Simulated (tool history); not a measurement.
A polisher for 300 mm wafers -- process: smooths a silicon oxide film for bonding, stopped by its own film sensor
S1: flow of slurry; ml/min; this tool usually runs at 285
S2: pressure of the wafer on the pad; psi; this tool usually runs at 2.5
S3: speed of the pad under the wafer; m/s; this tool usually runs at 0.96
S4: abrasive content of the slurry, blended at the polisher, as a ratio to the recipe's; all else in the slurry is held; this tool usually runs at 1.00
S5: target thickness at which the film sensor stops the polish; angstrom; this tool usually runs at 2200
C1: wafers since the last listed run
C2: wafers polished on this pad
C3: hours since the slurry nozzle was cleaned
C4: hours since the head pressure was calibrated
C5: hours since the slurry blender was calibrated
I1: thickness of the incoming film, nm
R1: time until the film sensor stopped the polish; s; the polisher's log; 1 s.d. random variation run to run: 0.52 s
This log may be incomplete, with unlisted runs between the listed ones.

run    hour   S1   S2    S3    S4    S5    C1    C2     C3      C4     C5     I1    R1
  1     0.0  285  2.5  0.96  1.00  2200     0   518   96.6    57.2  321.1  257.3  47.0
       30.2  -- slurry blender recalibrated
  2    68.0  285  2.5  0.96  1.00  2200   598  1117  164.6   125.2   37.8  260.2  51.4
  3   111.6  285  2.5  0.96  1.00  2200   395  1513  208.2   168.8   81.4  262.6  55.2
  4   180.4  285  2.5  0.96  1.00  2150   624  2137  277.0   237.6  150.2  264.3  65.1
  5   256.9  285  2.5  0.96  1.00  2200   694  2832  353.5   314.1  226.7  259.1  52.3
  6   310.9  285  2.5  0.96  1.00  2200   490  3322  407.5   368.1  280.7  262.6  56.6
      331.6  -- slurry nozzle cleaned
      365.9  -- worn pad replaced by a new one
  7   386.4  285  2.0  0.96  1.00  2200   639   186   54.8   443.6  356.2  256.6  60.9
      432.0  -- slurry blender recalibrated
  8   472.9  285  2.0  0.96  1.00  2200   766   953  141.3   530.1   40.9  258.8  65.1
  9   568.6  285  2.0  0.96  1.00  2200   868  1821  237.0   625.8  136.6  264.1  73.8
 10   611.1  285  2.5  0.96  1.00  2200   385  2207  279.5   668.3  179.1  259.5  54.1
      668.7  -- slurry nozzle cleaned
 11   689.0  285  2.5  0.96  1.00  2200   697  2905   20.3   746.2  257.0  264.1  61.2
      762.0  -- worn pad replaced by a new one, of another model than before
      825.4  -- slurry blender recalibrated
 12   955.0  285  2.5  0.96  1.00  2200  2359  1733  286.3  1012.2  129.6  261.0  53.9
 13  1018.4  285  2.5  0.96  1.00  2200   575  2308  349.7  1075.6  193.0  255.1  46.8
     1077.2  -- slurry nozzle cleaned
 14  1083.8  225  2.5  0.96  1.00  2160   584  2893    6.6  1141.0  258.4  259.9  61.4
 15  1123.5  200  2.5  0.96  1.00  2200   360  3253   46.3  1180.7  298.1  259.5  58.6
 16  1176.6  285  2.5  0.66  1.00  2250   481  3735   99.4  1233.8  351.2  260.8  54.5
     1183.4  -- slurry blender recalibrated
     1189.6  -- worn pad replaced by a new one
 17  1233.8  340  3.1  1.06  1.00  2300   464   400  156.6  1291.0   50.4  260.3  33.4
     1288.4  -- head pressure recalibrated
 18  1308.7  370  2.5  0.74  1.00  2200   661  1062  231.5    20.3  125.3  258.3  51.1
 19  1400.8  225  2.5  0.96  1.00  2160   835  1898  323.6   112.4  217.4  255.4  52.5
 20  1449.5  285  2.1  1.26  1.00  2330   441  2340  372.3   161.1  266.1  259.4  33.1
     1471.6  -- slurry nozzle cleaned
 21  1525.5  340  2.5  0.96  1.30  2110   680  3020   53.9   237.1  342.1  262.0  55.4
     1586.8  -- slurry blender recalibrated
 22  1609.8  240  2.5  0.62  0.90  2150   746  3767  138.2   321.4   23.0  262.7  77.3
     1621.1  -- worn pad replaced by a new one
 23  1664.0  285  2.5  0.72  0.80  2200   455   388  192.4   375.6   77.2  259.5  65.2
 24  1724.8  285  2.5  0.66  1.00  2150   551   940  253.2   436.4  138.0  256.5  60.3
 25  1769.1  285  2.5  0.96  1.00  2200   402  1342  297.5   480.7  182.3  265.4  59.1
 26  1813.4  285  2.5  0.96  0.75  2200   402  1744  341.8   525.0  226.6  259.3  61.2
 27  1853.8  245  2.5  0.86  1.00  2200   366  2111  382.2   565.4  267.0  263.0  58.7
     1895.9  -- slurry nozzle cleaned
 28  1951.3  285  2.5  0.96  1.00  2280   875  2987   55.4   662.9  364.5  262.1  44.6

Alternative continuations, all from the tool just after run 28; predict every row:
  A  1951.7  255  2.5  0.96  1.00  2200   3  2990  55.8  663.3  364.9  255.2   ?
  B  1951.7  285  2.5  0.96  0.75  2250   3  2990  55.8  663.3  364.9  255.2   ?
  C  1951.7  335  3.2  0.76  1.30  2200   3  2990  55.8  663.3  364.9  255.2   ?

run    R1
  A  46.8
  B  47.7
  C  36.9
Without the tool's hidden state the same runs would have given:
run    R1
  A  44.7
  B  45.6
  C  35.3

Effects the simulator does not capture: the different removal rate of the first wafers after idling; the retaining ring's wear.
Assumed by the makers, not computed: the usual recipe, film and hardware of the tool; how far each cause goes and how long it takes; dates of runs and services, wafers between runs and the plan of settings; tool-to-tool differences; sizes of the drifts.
